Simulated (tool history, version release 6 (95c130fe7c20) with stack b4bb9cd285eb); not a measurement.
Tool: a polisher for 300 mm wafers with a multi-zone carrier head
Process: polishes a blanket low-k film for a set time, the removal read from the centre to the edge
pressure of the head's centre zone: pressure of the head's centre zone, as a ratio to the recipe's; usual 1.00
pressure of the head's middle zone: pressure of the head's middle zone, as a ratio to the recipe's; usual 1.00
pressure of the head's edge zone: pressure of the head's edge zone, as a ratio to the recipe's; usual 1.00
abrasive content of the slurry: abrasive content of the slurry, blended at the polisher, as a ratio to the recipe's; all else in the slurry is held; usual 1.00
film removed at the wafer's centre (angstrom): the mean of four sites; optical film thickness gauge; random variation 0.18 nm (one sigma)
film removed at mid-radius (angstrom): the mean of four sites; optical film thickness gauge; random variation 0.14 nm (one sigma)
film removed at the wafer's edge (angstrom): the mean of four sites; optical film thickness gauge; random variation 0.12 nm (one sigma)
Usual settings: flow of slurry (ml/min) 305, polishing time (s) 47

run   hour  flow of slurry (ml/min)  pressure of the head's centre zone  pressure of the head's middle zone  pressure of the head's edge zone  abrasive content of the slurry  polishing time (s)  wafers since the last listed run  wafers polished on this pad  hours since the slurry nozzle was cleaned  hours since the centre zone pressure was calibrated  hours since the edge zone pressure was calibrated  hours since the carrier head's membrane was replaced  incoming thickness of the incoming film, nm  film removed at the wafer's centre (angstrom)  film removed at mid-radius (angstrom)  film removed at the wafer's edge (angstrom)
  1    0.0                      305                                1.10                                1.00                              1.00                            1.00                  53                                 0                         4272                                      385.6                                                508.6                                              132.2                                                 378.7                                        467.9                                            198                                    177                                          190
      23.6  -- slurry nozzle cleaned
  2   70.6                      305                                1.00                                1.00                              1.00                            1.00                  32                               956                         5229                                       47.0                                                579.2                                              202.8                                                 449.3                                        469.5                                            116                                    112                                          118
  3  117.3                      305                                1.08                                1.00                              1.00                            1.00                  35                               641                         5870                                       93.7                                                625.9                                              249.5                                                 496.0                                        464.1                                            134                                    122                                          126
     140.4  -- worn pad replaced by a new one
  4  143.5                      305                                1.08                                1.00                              1.00                            1.00                  47                               305                           42                                      119.9                                                652.1                                              275.7                                                 522.2                                        473.5                                            181                                    166                                          172
     168.6  -- centre zone pressure recalibrated
  5  170.3                      400                                1.00                                1.00                              1.06                            1.00                  32                               340                          383                                      146.7                                                  1.7                                              302.5                                                 549.0                                        479.0                                            121                                    116                                          122
  6  205.7                      305                                1.00                                0.95                              1.00                            1.25                  47                               486                          870                                      182.1                                                 37.1                                              337.9                                                 584.4                                        476.2                                            186                                    170                                          187
  7  260.7                      345                                1.00                                0.96                              0.95                            1.15                  47                               755                         1626                                      237.1                                                 92.1                                              392.9                                                 639.4                                        473.4                                            182                                    172                                          177
     278.6  -- carrier head's membrane replaced by a new one
  8  323.7                      210                                1.00                                1.04                              1.11                            1.00                  47                               797                         2423                                      300.1                                                155.1                                              455.9                                                  45.1                                        467.4                                            158                                    156                                          168
  9  375.5                      305                                1.00                                1.00                              1.00                            1.00                  47                               711                         3135                                      351.9                                                206.9                                              507.7                                                  96.9                                        473.4                                            165                                    159                                          169
 10  442.3                      305                                1.00                                1.00                              1.00                            0.75                  47                               918                         4053                                      418.7                                                273.7                                              574.5                                                 163.7                                        477.5                                            139                                    137                                          144
     474.5  -- slurry nozzle cleaned
 11  485.0                      230                                1.00                                1.00                              1.00                            1.00                  54                               573                         4626                                       10.5                                                316.4                                              617.2                                                 206.4                                        472.7                                            188                                    184                                          193

Forecast run 12:
 12  531.5                      305                                1.10                                1.04                              0.92                            1.00                  47                               639                         5265                                       57.0                                                362.9                                              663.7                                                 252.9                                        467.4                                              ?                                      ?                                            ?

{"run 12": {"film removed at the wafer's centre (angstrom)": 183, "film removed at mid-radius (angstrom)": 171, "film removed at the wafer's edge (angstrom)": 166}}
Without the tool's hidden state the same run would have given film removed at the wafer's centre (angstrom) 183, film removed at mid-radius (angstrom) 171, film removed at the wafer's edge (angstrom) 166.

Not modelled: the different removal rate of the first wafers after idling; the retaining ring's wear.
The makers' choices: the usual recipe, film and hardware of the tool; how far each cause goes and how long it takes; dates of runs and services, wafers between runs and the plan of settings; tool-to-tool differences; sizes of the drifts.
